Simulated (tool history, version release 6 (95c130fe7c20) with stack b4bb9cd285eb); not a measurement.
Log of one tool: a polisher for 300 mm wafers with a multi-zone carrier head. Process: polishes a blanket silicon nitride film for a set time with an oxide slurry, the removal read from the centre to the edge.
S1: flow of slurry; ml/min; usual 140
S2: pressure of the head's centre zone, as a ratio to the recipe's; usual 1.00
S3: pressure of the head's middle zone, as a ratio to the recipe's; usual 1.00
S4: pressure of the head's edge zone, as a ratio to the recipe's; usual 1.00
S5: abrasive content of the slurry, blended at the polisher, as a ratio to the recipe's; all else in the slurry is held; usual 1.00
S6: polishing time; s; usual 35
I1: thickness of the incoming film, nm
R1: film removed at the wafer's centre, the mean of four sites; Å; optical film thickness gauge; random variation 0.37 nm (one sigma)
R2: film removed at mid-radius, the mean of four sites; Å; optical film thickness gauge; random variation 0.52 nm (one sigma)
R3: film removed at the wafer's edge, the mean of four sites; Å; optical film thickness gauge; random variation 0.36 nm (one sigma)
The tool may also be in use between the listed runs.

run 1 day=0.000 | S1=140 S2=1.00 S3=1.00 S4=1.00 S5=1.00 S6=35 | I1=302.2 | R1=309 R2=320 R3=324
run 2 day=1.646 | S1=150 S2=1.00 S3=1.00 S4=1.00 S5=1.00 S6=35 | I1=293.4 | R1=313 R2=325 R3=321
-- day=4.708 slurry nozzle cleaned
-- day=8.192 edge zone pressure recalibrated
-- day=8.721 worn pad replaced by a new one
run 3 day=12.767 | S1=150 S2=1.00 S3=1.00 S4=1.00 S5=1.00 S6=35 | I1=299.4 | R1=333 R2=332 R3=329
run 4 day=14.629 | S1=105 S2=1.00 S3=1.00 S4=0.91 S5=1.00 S6=35 | I1=298.1 | R1=297 R2=302 R3=302
-- day=16.450 slurry nozzle cleaned
run 5 day=18.771 | S1=105 S2=1.00 S3=1.00 S4=0.91 S5=1.00 S6=35 | I1=298.9 | R1=288 R2=295 R3=294
-- day=21.221 worn pad replaced by a new one
run 6 day=22.596 | S1=140 S2=1.00 S3=1.00 S4=1.00 S5=1.00 S6=29 | I1=305.5 | R1=279 R2=290 R3=284
run 7 day=24.200 | S1=140 S2=1.00 S3=1.00 S4=1.00 S5=1.00 S6=29 | I1=301.0 | R1=269 R2=280 R3=282
-- day=24.338 edge zone pressure recalibrated
-- day=28.183 carrier head's membrane replaced by a new one
run 8 day=28.204 | S1=140 S2=1.00 S3=1.00 S4=1.00 S5=1.00 S6=29 | I1=297.5 | R1=263 R2=263 R3=272
-- day=31.054 slurry nozzle cleaned
run 9 day=31.575 | S1=140 S2=1.00 S3=1.00 S4=1.00 S5=1.00 S6=35 | I1=301.3 | R1=307 R2=305 R3=317
-- day=34.121 worn pad replaced by a new one, of another model than before
run 10 day=34.642 | S1=140 S2=1.00 S3=1.00 S4=1.00 S5=1.00 S6=35 | I1=299.6 | R1=344 R2=346 R3=349
run 11 day=37.325 | S1=140 S2=0.88 S3=1.08 S4=1.00 S5=1.00 S6=35 | I1=294.6 | R1=306 R2=361 R3=339
run 12 day=40.612 | S1=105 S2=1.00 S3=1.00 S4=0.91 S5=1.00 S6=35 | I1=299.0 | R1=308 R2=311 R3=312
-- day=43.717 slurry nozzle cleaned
run 13 day=43.917 | S1=140 S2=1.00 S3=1.00 S4=1.09 S5=1.00 S6=35 | I1=295.9 | R1=308 R2=316 R3=321
-- day=45.629 edge zone pressure recalibrated
run 14 day=45.842 | S1=115 S2=0.92 S3=1.00 S4=1.00 S5=1.00 S6=35 | I1=299.2 | R1=274 R2=309 R3=306
-- day=46.175 worn pad replaced by a new one
-- day=47.238 centre zone pressure recalibrated
run 15 day=50.142 | S1=140 S2=1.00 S3=1.00 S4=1.00 S5=1.30 S6=43 | I1=305.0 | R1=459 R2=463 R3=470
run 16 day=51.729 | S1=140 S2=1.04 S3=1.00 S4=1.06 S5=0.90 S6=41 | I1=305.7 | R1=356 R2=358 R3=366
run 17 day=55.512 | S1=110 S2=1.00 S3=0.89 S4=1.00 S5=1.15 S6=26 | I1=299.4 | R1=239 R2=221 R3=249
-- day=58.308 worn pad replaced by a new one
-- day=58.746 slurry nozzle cleaned
run 18 day=59.800 | S1=140 S2=1.00 S3=0.95 S4=1.00 S5=1.00 S6=35 | I1=298.9 | R1=332 R2=328 R3=343
run 19 day=61.346 | S1=155 S2=0.93 S3=1.00 S4=1.07 S5=1.00 S6=35 | I1=297.7 | R1=310 R2=347 R3=343
run 20 day=62.888 | S1=110 S2=1.00 S3=1.00 S4=1.00 S5=1.00 S6=35 | I1=303.8 | R1=318 R2=323 R3=317
-- day=63.804 edge zone pressure recalibrated
run 21 day=66.188 | S1=140 S2=1.00 S3=1.00 S4=1.00 S5=1.00 S6=35 | I1=297.6 | R1=305 R2=321 R3=316

4 ways to go on from here, each from the tool as it stands after run 21. What would each give?
run A day=66.204 | S1=140 S2=1.00 S3=1.00 S4=1.00 S5=0.85 S6=35 | I1=300.1 | R1=? R2=? R3=?
run B day=66.204 | S1=100 S2=1.00 S3=1.00 S4=0.91 S5=1.00 S6=35 | I1=300.1 | R1=? R2=? R3=?
run C day=66.204 | S1=140 S2=1.00 S3=1.00 S4=1.00 S5=1.00 S6=27 | I1=300.1 | R1=? R2=? R3=?
run D day=66.204 | S1=140 S2=1.00 S3=1.00 S4=0.88 S5=1.00 S6=35 | I1=300.1 | R1=? R2=? R3=?

run=A R1=271 R2=280 R3=279
run=B R1=296 R2=308 R3=303
run=C R1=239 R2=247 R3=246
run=D R1=310 R2=320 R3=309
Without the tool's hidden state the same runs would have given:
run=A R1=300 R2=310 R3=309
run=B R1=328 R2=340 R3=335
run=C R1=264 R2=273 R3=272
run=D R1=343 R2=354 R3=341
